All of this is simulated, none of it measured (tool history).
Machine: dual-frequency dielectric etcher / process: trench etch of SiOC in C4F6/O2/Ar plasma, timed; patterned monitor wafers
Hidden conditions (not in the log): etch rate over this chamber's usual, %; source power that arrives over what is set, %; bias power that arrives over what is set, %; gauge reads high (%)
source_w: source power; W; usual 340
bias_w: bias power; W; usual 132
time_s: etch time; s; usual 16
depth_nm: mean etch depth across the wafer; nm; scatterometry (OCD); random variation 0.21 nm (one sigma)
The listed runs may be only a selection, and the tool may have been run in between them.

run    hour  source_w  bias_w  time_s  wafers since the last listed run  hours since the last wet clean  hours since the last source power generator calibration  hours since the last bias power generator calibration  hours since the last upper electrode change  hours since the gauge calibration  read-back reference wafer on the same gauge, depth_nm  depth_nm
  1       0       380     132      16                                 0                            97.1                                                   3645.1                                                   3384                                       4718.2                                265                                                  33.42     31.41
  2    44.8       380     132      16                               475                           141.9                                                   3689.9                                                 3428.8                                         4763                              309.8                                                  33.42     31.08
  3   268.1       380     132      16                              2369                           365.2                                                   3913.2                                                 3652.1                                       4986.3                              533.1                                                   33.4     30.57
  4     314       340     109      18                               487                           411.1                                                   3959.1                                                   3698                                       5032.2                                579                                                  33.38     30.77
  5   363.9       340     132      19                               529                             461                                                     4009                                                 3747.9                                       5082.1                              628.9                                                   33.4     34.77
  6   435.4       340     132      19                               758                           532.5                                                   4080.5                                                 3819.4                                       5153.6                              700.4                                                  33.44     34.23
      445.3  -- gauge calibrated
  7   483.8       340     132      16                               513                           580.9                                                   4128.9                                                 3867.8                                         5202                               38.5                                                  33.41     28.87
        531  -- wet clean of the chamber
  8   582.8       340     132      16                               795                            51.8                                                   4227.9                                                 3966.8                                         5301                              137.5                                                  33.38     29.96
  9   638.1       340     132      16                               586                           107.1                                                   4283.2                                                 4022.1                                       5356.3                              192.8                                                  33.41     29.19
 10   720.8       340     132      16                               877                           189.8                                                   4365.9                                                 4104.8                                         5439                              275.5                                                  33.42     29.42
      771.9  -- upper electrode replaced, of another model than before
 11     793       340     132    19.5                               511                             262                                                   4438.1                                                   4177                                         21.1                              347.7                                                  33.41     36.29
      854.7  -- source power generator calibrated
      871.7  -- bias power generator calibrated
 12   872.2       340     132      16                               755                           341.2                                                     17.5                                                    0.5                                        100.3                              426.9                                                   33.4     29.07
 13   958.2       260     121      16                               912                           427.2                                                    103.5                                                   86.5                                        186.3                              512.9                                                  33.37     23.57
 14   995.4       280     112    18.5                               394                           464.4                                                    140.7                                                  123.7                                        223.5                              550.1                                                  33.42     27.25
 15  1051.6       340     115      16                               596                           520.6                                                    196.9                                                  179.9                                        279.7                              606.3                                                  33.44     26.34
 16  1121.5       320     117      16                               741                           590.5                                                    266.8                                                  249.8                                        349.6                              676.2                                                  33.39      25.3
       1174  -- gauge calibrated
     1178.5  -- wet clean of the chamber
 17    1179       340     132      16                               355                             0.5                                                    324.3                                                  307.3                                        407.1                                  5                                                  33.39     29.77
 18  1211.9       320     148    11.5                               349                            33.4                                                    357.2                                                  340.2                                          440                               37.9                                                  33.42     22.28
 19  1282.7       340     100      16                               751                           104.2                                                      428                                                    411                                        510.8                              108.7                                                  33.42     25.64
 20  1330.8       280     104    14.5                               510                           152.3                                                    476.1                                                  459.1                                        558.9                              156.8                                                  33.42     21.16

Alternative continuations, all from the tool just after run 20; predict every row:
  A  1331.2       340     155      16                                 4                           152.7                                                    476.5                                                  459.5                                        559.3                              157.2                                                      ?         ?
  B  1331.2       360     132      19                                 4                           152.7                                                    476.5                                                  459.5                                        559.3                              157.2                                                      ?         ?
  C  1331.2       380     153      12                                 4                           152.7                                                    476.5                                                  459.5                                        559.3                              157.2                                                      ?         ?
  D  1331.2       300     105      16                                 4                           152.7                                                    476.5                                                  459.5                                        559.3                              157.2                                                      ?         ?

run  read-back reference wafer on the same gauge, depth_nm  depth_nm
  A                                                  33.42     32.46
  B                                                  33.42     36.59
  C                                                  33.42     25.62
  D                                                  33.42     24.55
Stripped of hidden state, with their random variation kept, the same runs would have yielded:
run  depth_nm
  A     33.06
  B     37.26
  C     26.09
  D     25.01

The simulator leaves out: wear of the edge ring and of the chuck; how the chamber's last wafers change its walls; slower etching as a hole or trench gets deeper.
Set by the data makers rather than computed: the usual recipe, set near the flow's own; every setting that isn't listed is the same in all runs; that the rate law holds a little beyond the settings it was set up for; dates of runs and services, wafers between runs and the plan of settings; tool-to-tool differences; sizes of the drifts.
